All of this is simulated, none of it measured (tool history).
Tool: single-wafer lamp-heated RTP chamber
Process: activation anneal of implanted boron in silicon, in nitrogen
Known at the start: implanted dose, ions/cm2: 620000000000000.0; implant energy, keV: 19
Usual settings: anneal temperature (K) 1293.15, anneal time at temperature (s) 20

| run | day | anneal temperature (K) | anneal time at temperature (s) | wafers since the last listed run | wafers since the last pyrometer calibration | wafers since the reflector plate was cleaned | hours since the gauge calibration | read-back reference wafer on the same gauge, sheet resistance | sheet resistance of the implanted and annealed layer (ohm/square) |
|---|---|---|---|---|---|---|---|---|---|
| 1 | 0 | 1293.15 | 20 | 0 | 581 | 860 | 1240.9 | 190.02 | 168.94 |
| 2 | 2.633 | 1293.15 | 20 | 1439 | 2020 | 2299 | 1304.1 | 189.98 | 168.66 |
| 3 | 6.296 | 1293.15 | 20 | 2001 | 4022 | 4301 | 1392 | 190.03 | 167.98 |
| 4 | 7.912 | 1293.15 | 20 | 883 | 4906 | 5185 | 1430.8 | 190 | 167.87 |
| 5 | 9.825 | 1293.15 | 20 | 1045 | 5951 | 6230 | 1476.7 | 190.03 | 167.63 |
|  | 11.592 | gauge calibrated |
| 6 | 12.871 | 1293.15 | 20 | 1664 | 7616 | 7895 | 30.7 | 190.05 | 167.89 |
| 7 | 16.688 | 1293.15 | 25 | 2086 | 9703 | 9981 | 122.3 | 189.87 | 167.17 |
| 8 | 18.388 | 1293.15 | 25 | 929 | 10632 | 10910 | 163.1 | 190.12 | 166.74 |
| 9 | 20.262 | 1293.15 | 25 | 1024 | 11657 | 11935 | 208.1 | 189.93 | 166.97 |
|  | 22.058 | pyrometer window cleaned and pyrometer calibrated |
| 10 | 22.079 | 1293.15 | 20 | 810 | 11 | 12746 | 251.7 | 190.08 | 167.7 |
| 11 | 24 | 1293.15 | 20 | 1049 | 1061 | 13796 | 297.8 | 190.12 | 167.42 |
|  | 24.488 | reflector plate cleaned |
| 12 | 27.896 | 1293.15 | 20 | 1947 | 3008 | 1863 | 391.3 | 189.94 | 168.22 |
| 13 | 32.296 | 1278.15 | 20 | 2405 | 5413 | 4268 | 496.9 | 189.9 | 169.73 |
| 14 | 35.671 | 1278.15 | 20 | 1844 | 7258 | 6113 | 577.9 | 190.06 | 169.25 |
| 15 | 39.667 | 1278.15 | 20 | 2184 | 9442 | 8297 | 673.8 | 190.1 | 168.85 |
|  | 44.654 | pyrometer window cleaned and pyrometer calibrated |
|  | 45.558 | reflector plate cleaned |
| 16 | 48.662 | 1293.15 | 20 | 4552 | 2008 | 1696 | 889.7 | 189.99 | 168.95 |
| 17 | 50.283 | 1293.15 | 20 | 885 | 2894 | 2582 | 928.6 | 189.95 | 168.25 |
| 18 | 54.333 | 1293.15 | 20 | 2213 | 5108 | 4796 | 1025.8 | 190.01 | 167.64 |
| 19 | 57.546 | 1293.15 | 20 | 1755 | 6864 | 6552 | 1102.9 | 190.04 | 167.83 |
| 20 | 61.471 | 1293.15 | 26 | 2145 | 9009 | 8697 | 1197.1 | 189.91 | 167.22 |

Run 21 comes next. What will it give?
| 21 | 65.488 | 1293.15 | 11 | 2195 | 11205 | 10893 | 1293.5 | ? | ? |

Run 21 gave read-back reference wafer on the same gauge, sheet resistance 190.05, sheet resistance of the implanted and annealed layer (ohm/square) 168.48.
Without the tool's hidden state the same run would have given sheet resistance of the implanted and annealed layer (ohm/square) 170.19.
